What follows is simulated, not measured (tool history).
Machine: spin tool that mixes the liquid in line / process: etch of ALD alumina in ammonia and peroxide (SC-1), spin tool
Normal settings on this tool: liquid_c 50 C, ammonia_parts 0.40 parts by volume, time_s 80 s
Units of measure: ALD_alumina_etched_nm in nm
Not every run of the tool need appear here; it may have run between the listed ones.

run,hour,liquid_c,ammonia_parts,time_s,wafers since the last listed run,hours since the thermometer was replaced,hours since the ammonia flow meter was replaced,hours since the heated supply line was repaired,hours since the drum of ammonia solution was connected,hours since the gauge calibration,"read-back film thickness of the ALD alumina reference wafer, read on the same gauge (nm)",ALD_alumina_etched_nm
1,0.0,50,0.40,80,0,991.9,1155.2,731.2,537.4,1922.2,90.02,5.95
2,43.6,50,0.40,80,485,1035.5,1198.8,774.8,581.0,1965.8,90.01,5.90
# hour 108.0: new drum of ammonia solution connected
3,116.5,57,0.40,80,801,1108.4,1271.7,847.7,8.5,2038.7,90.05,8.56
4,198.1,57,0.40,80,909,1190.0,1353.3,929.3,90.1,2120.3,90.01,8.54
# hour 208.8: thermometer replaced
5,265.6,50,0.40,80,741,56.8,1420.8,996.8,157.6,2187.8,90.00,5.89
6,330.9,50,0.40,80,727,122.1,1486.1,1062.1,222.9,2253.1,89.99,5.85
7,404.7,50,0.40,80,822,195.9,1559.9,1135.9,296.7,2326.9,90.04,5.88
8,502.3,50,0.40,80,1087,293.5,1657.5,1233.5,394.3,2424.5,89.99,5.93
9,588.2,50,0.40,120,957,379.4,1743.4,1319.4,480.2,2510.4,90.03,8.89
# hour 613.6: ammonia flow meter replaced
# hour 678.5: new drum of ammonia solution connected
10,680.0,54,0.45,80,1000,471.2,66.4,1411.2,1.5,2602.2,89.99,7.44
# hour 734.9: gauge calibrated
11,752.8,53,0.40,80,811,544.0,139.2,1484.0,74.3,17.9,90.02,6.98
12,798.1,50,0.40,80,504,589.3,184.5,1529.3,119.6,63.2,89.97,5.92
13,899.6,58,0.50,95,1131,690.8,286.0,1630.8,221.1,164.7,90.02,10.92
14,990.9,50,0.25,30,1017,782.1,377.3,1722.1,312.4,256.0,90.01,2.13
# hour 992.3: heated supply line repaired
15,1094.8,50,0.40,80,1146,886.0,481.2,102.5,416.3,359.9,90.04,5.90
16,1201.9,50,0.40,80,1193,993.1,588.3,209.6,523.4,467.0,89.97,5.90
# hour 1240.5: new drum of ammonia solution connected
# hour 1292.1: thermometer replaced
17,1303.7,50,0.40,80,1112,11.6,690.1,311.4,63.2,568.8,89.98,5.88
18,1343.4,50,0.40,80,442,51.3,729.8,351.1,102.9,608.5,90.00,5.92
19,1395.0,45,0.40,90,575,102.9,781.4,402.7,154.5,660.1,90.02,5.01
20,1468.4,50,0.40,80,818,176.3,854.8,476.1,227.9,733.5,90.05,5.90

Predict the results of run 21:
21,1532.2,50,0.30,45,711,240.1,918.6,539.9,291.7,797.3,?,?

{"run 21": {"read-back film thickness of the ALD alumina reference wafer, read on the same gauge (nm)": 90.0, "ALD_alumina_etched_nm": 3.24}}
The same run, on a tool lacking any hidden state, would have yielded ALD_alumina_etched_nm 3.24 nm.

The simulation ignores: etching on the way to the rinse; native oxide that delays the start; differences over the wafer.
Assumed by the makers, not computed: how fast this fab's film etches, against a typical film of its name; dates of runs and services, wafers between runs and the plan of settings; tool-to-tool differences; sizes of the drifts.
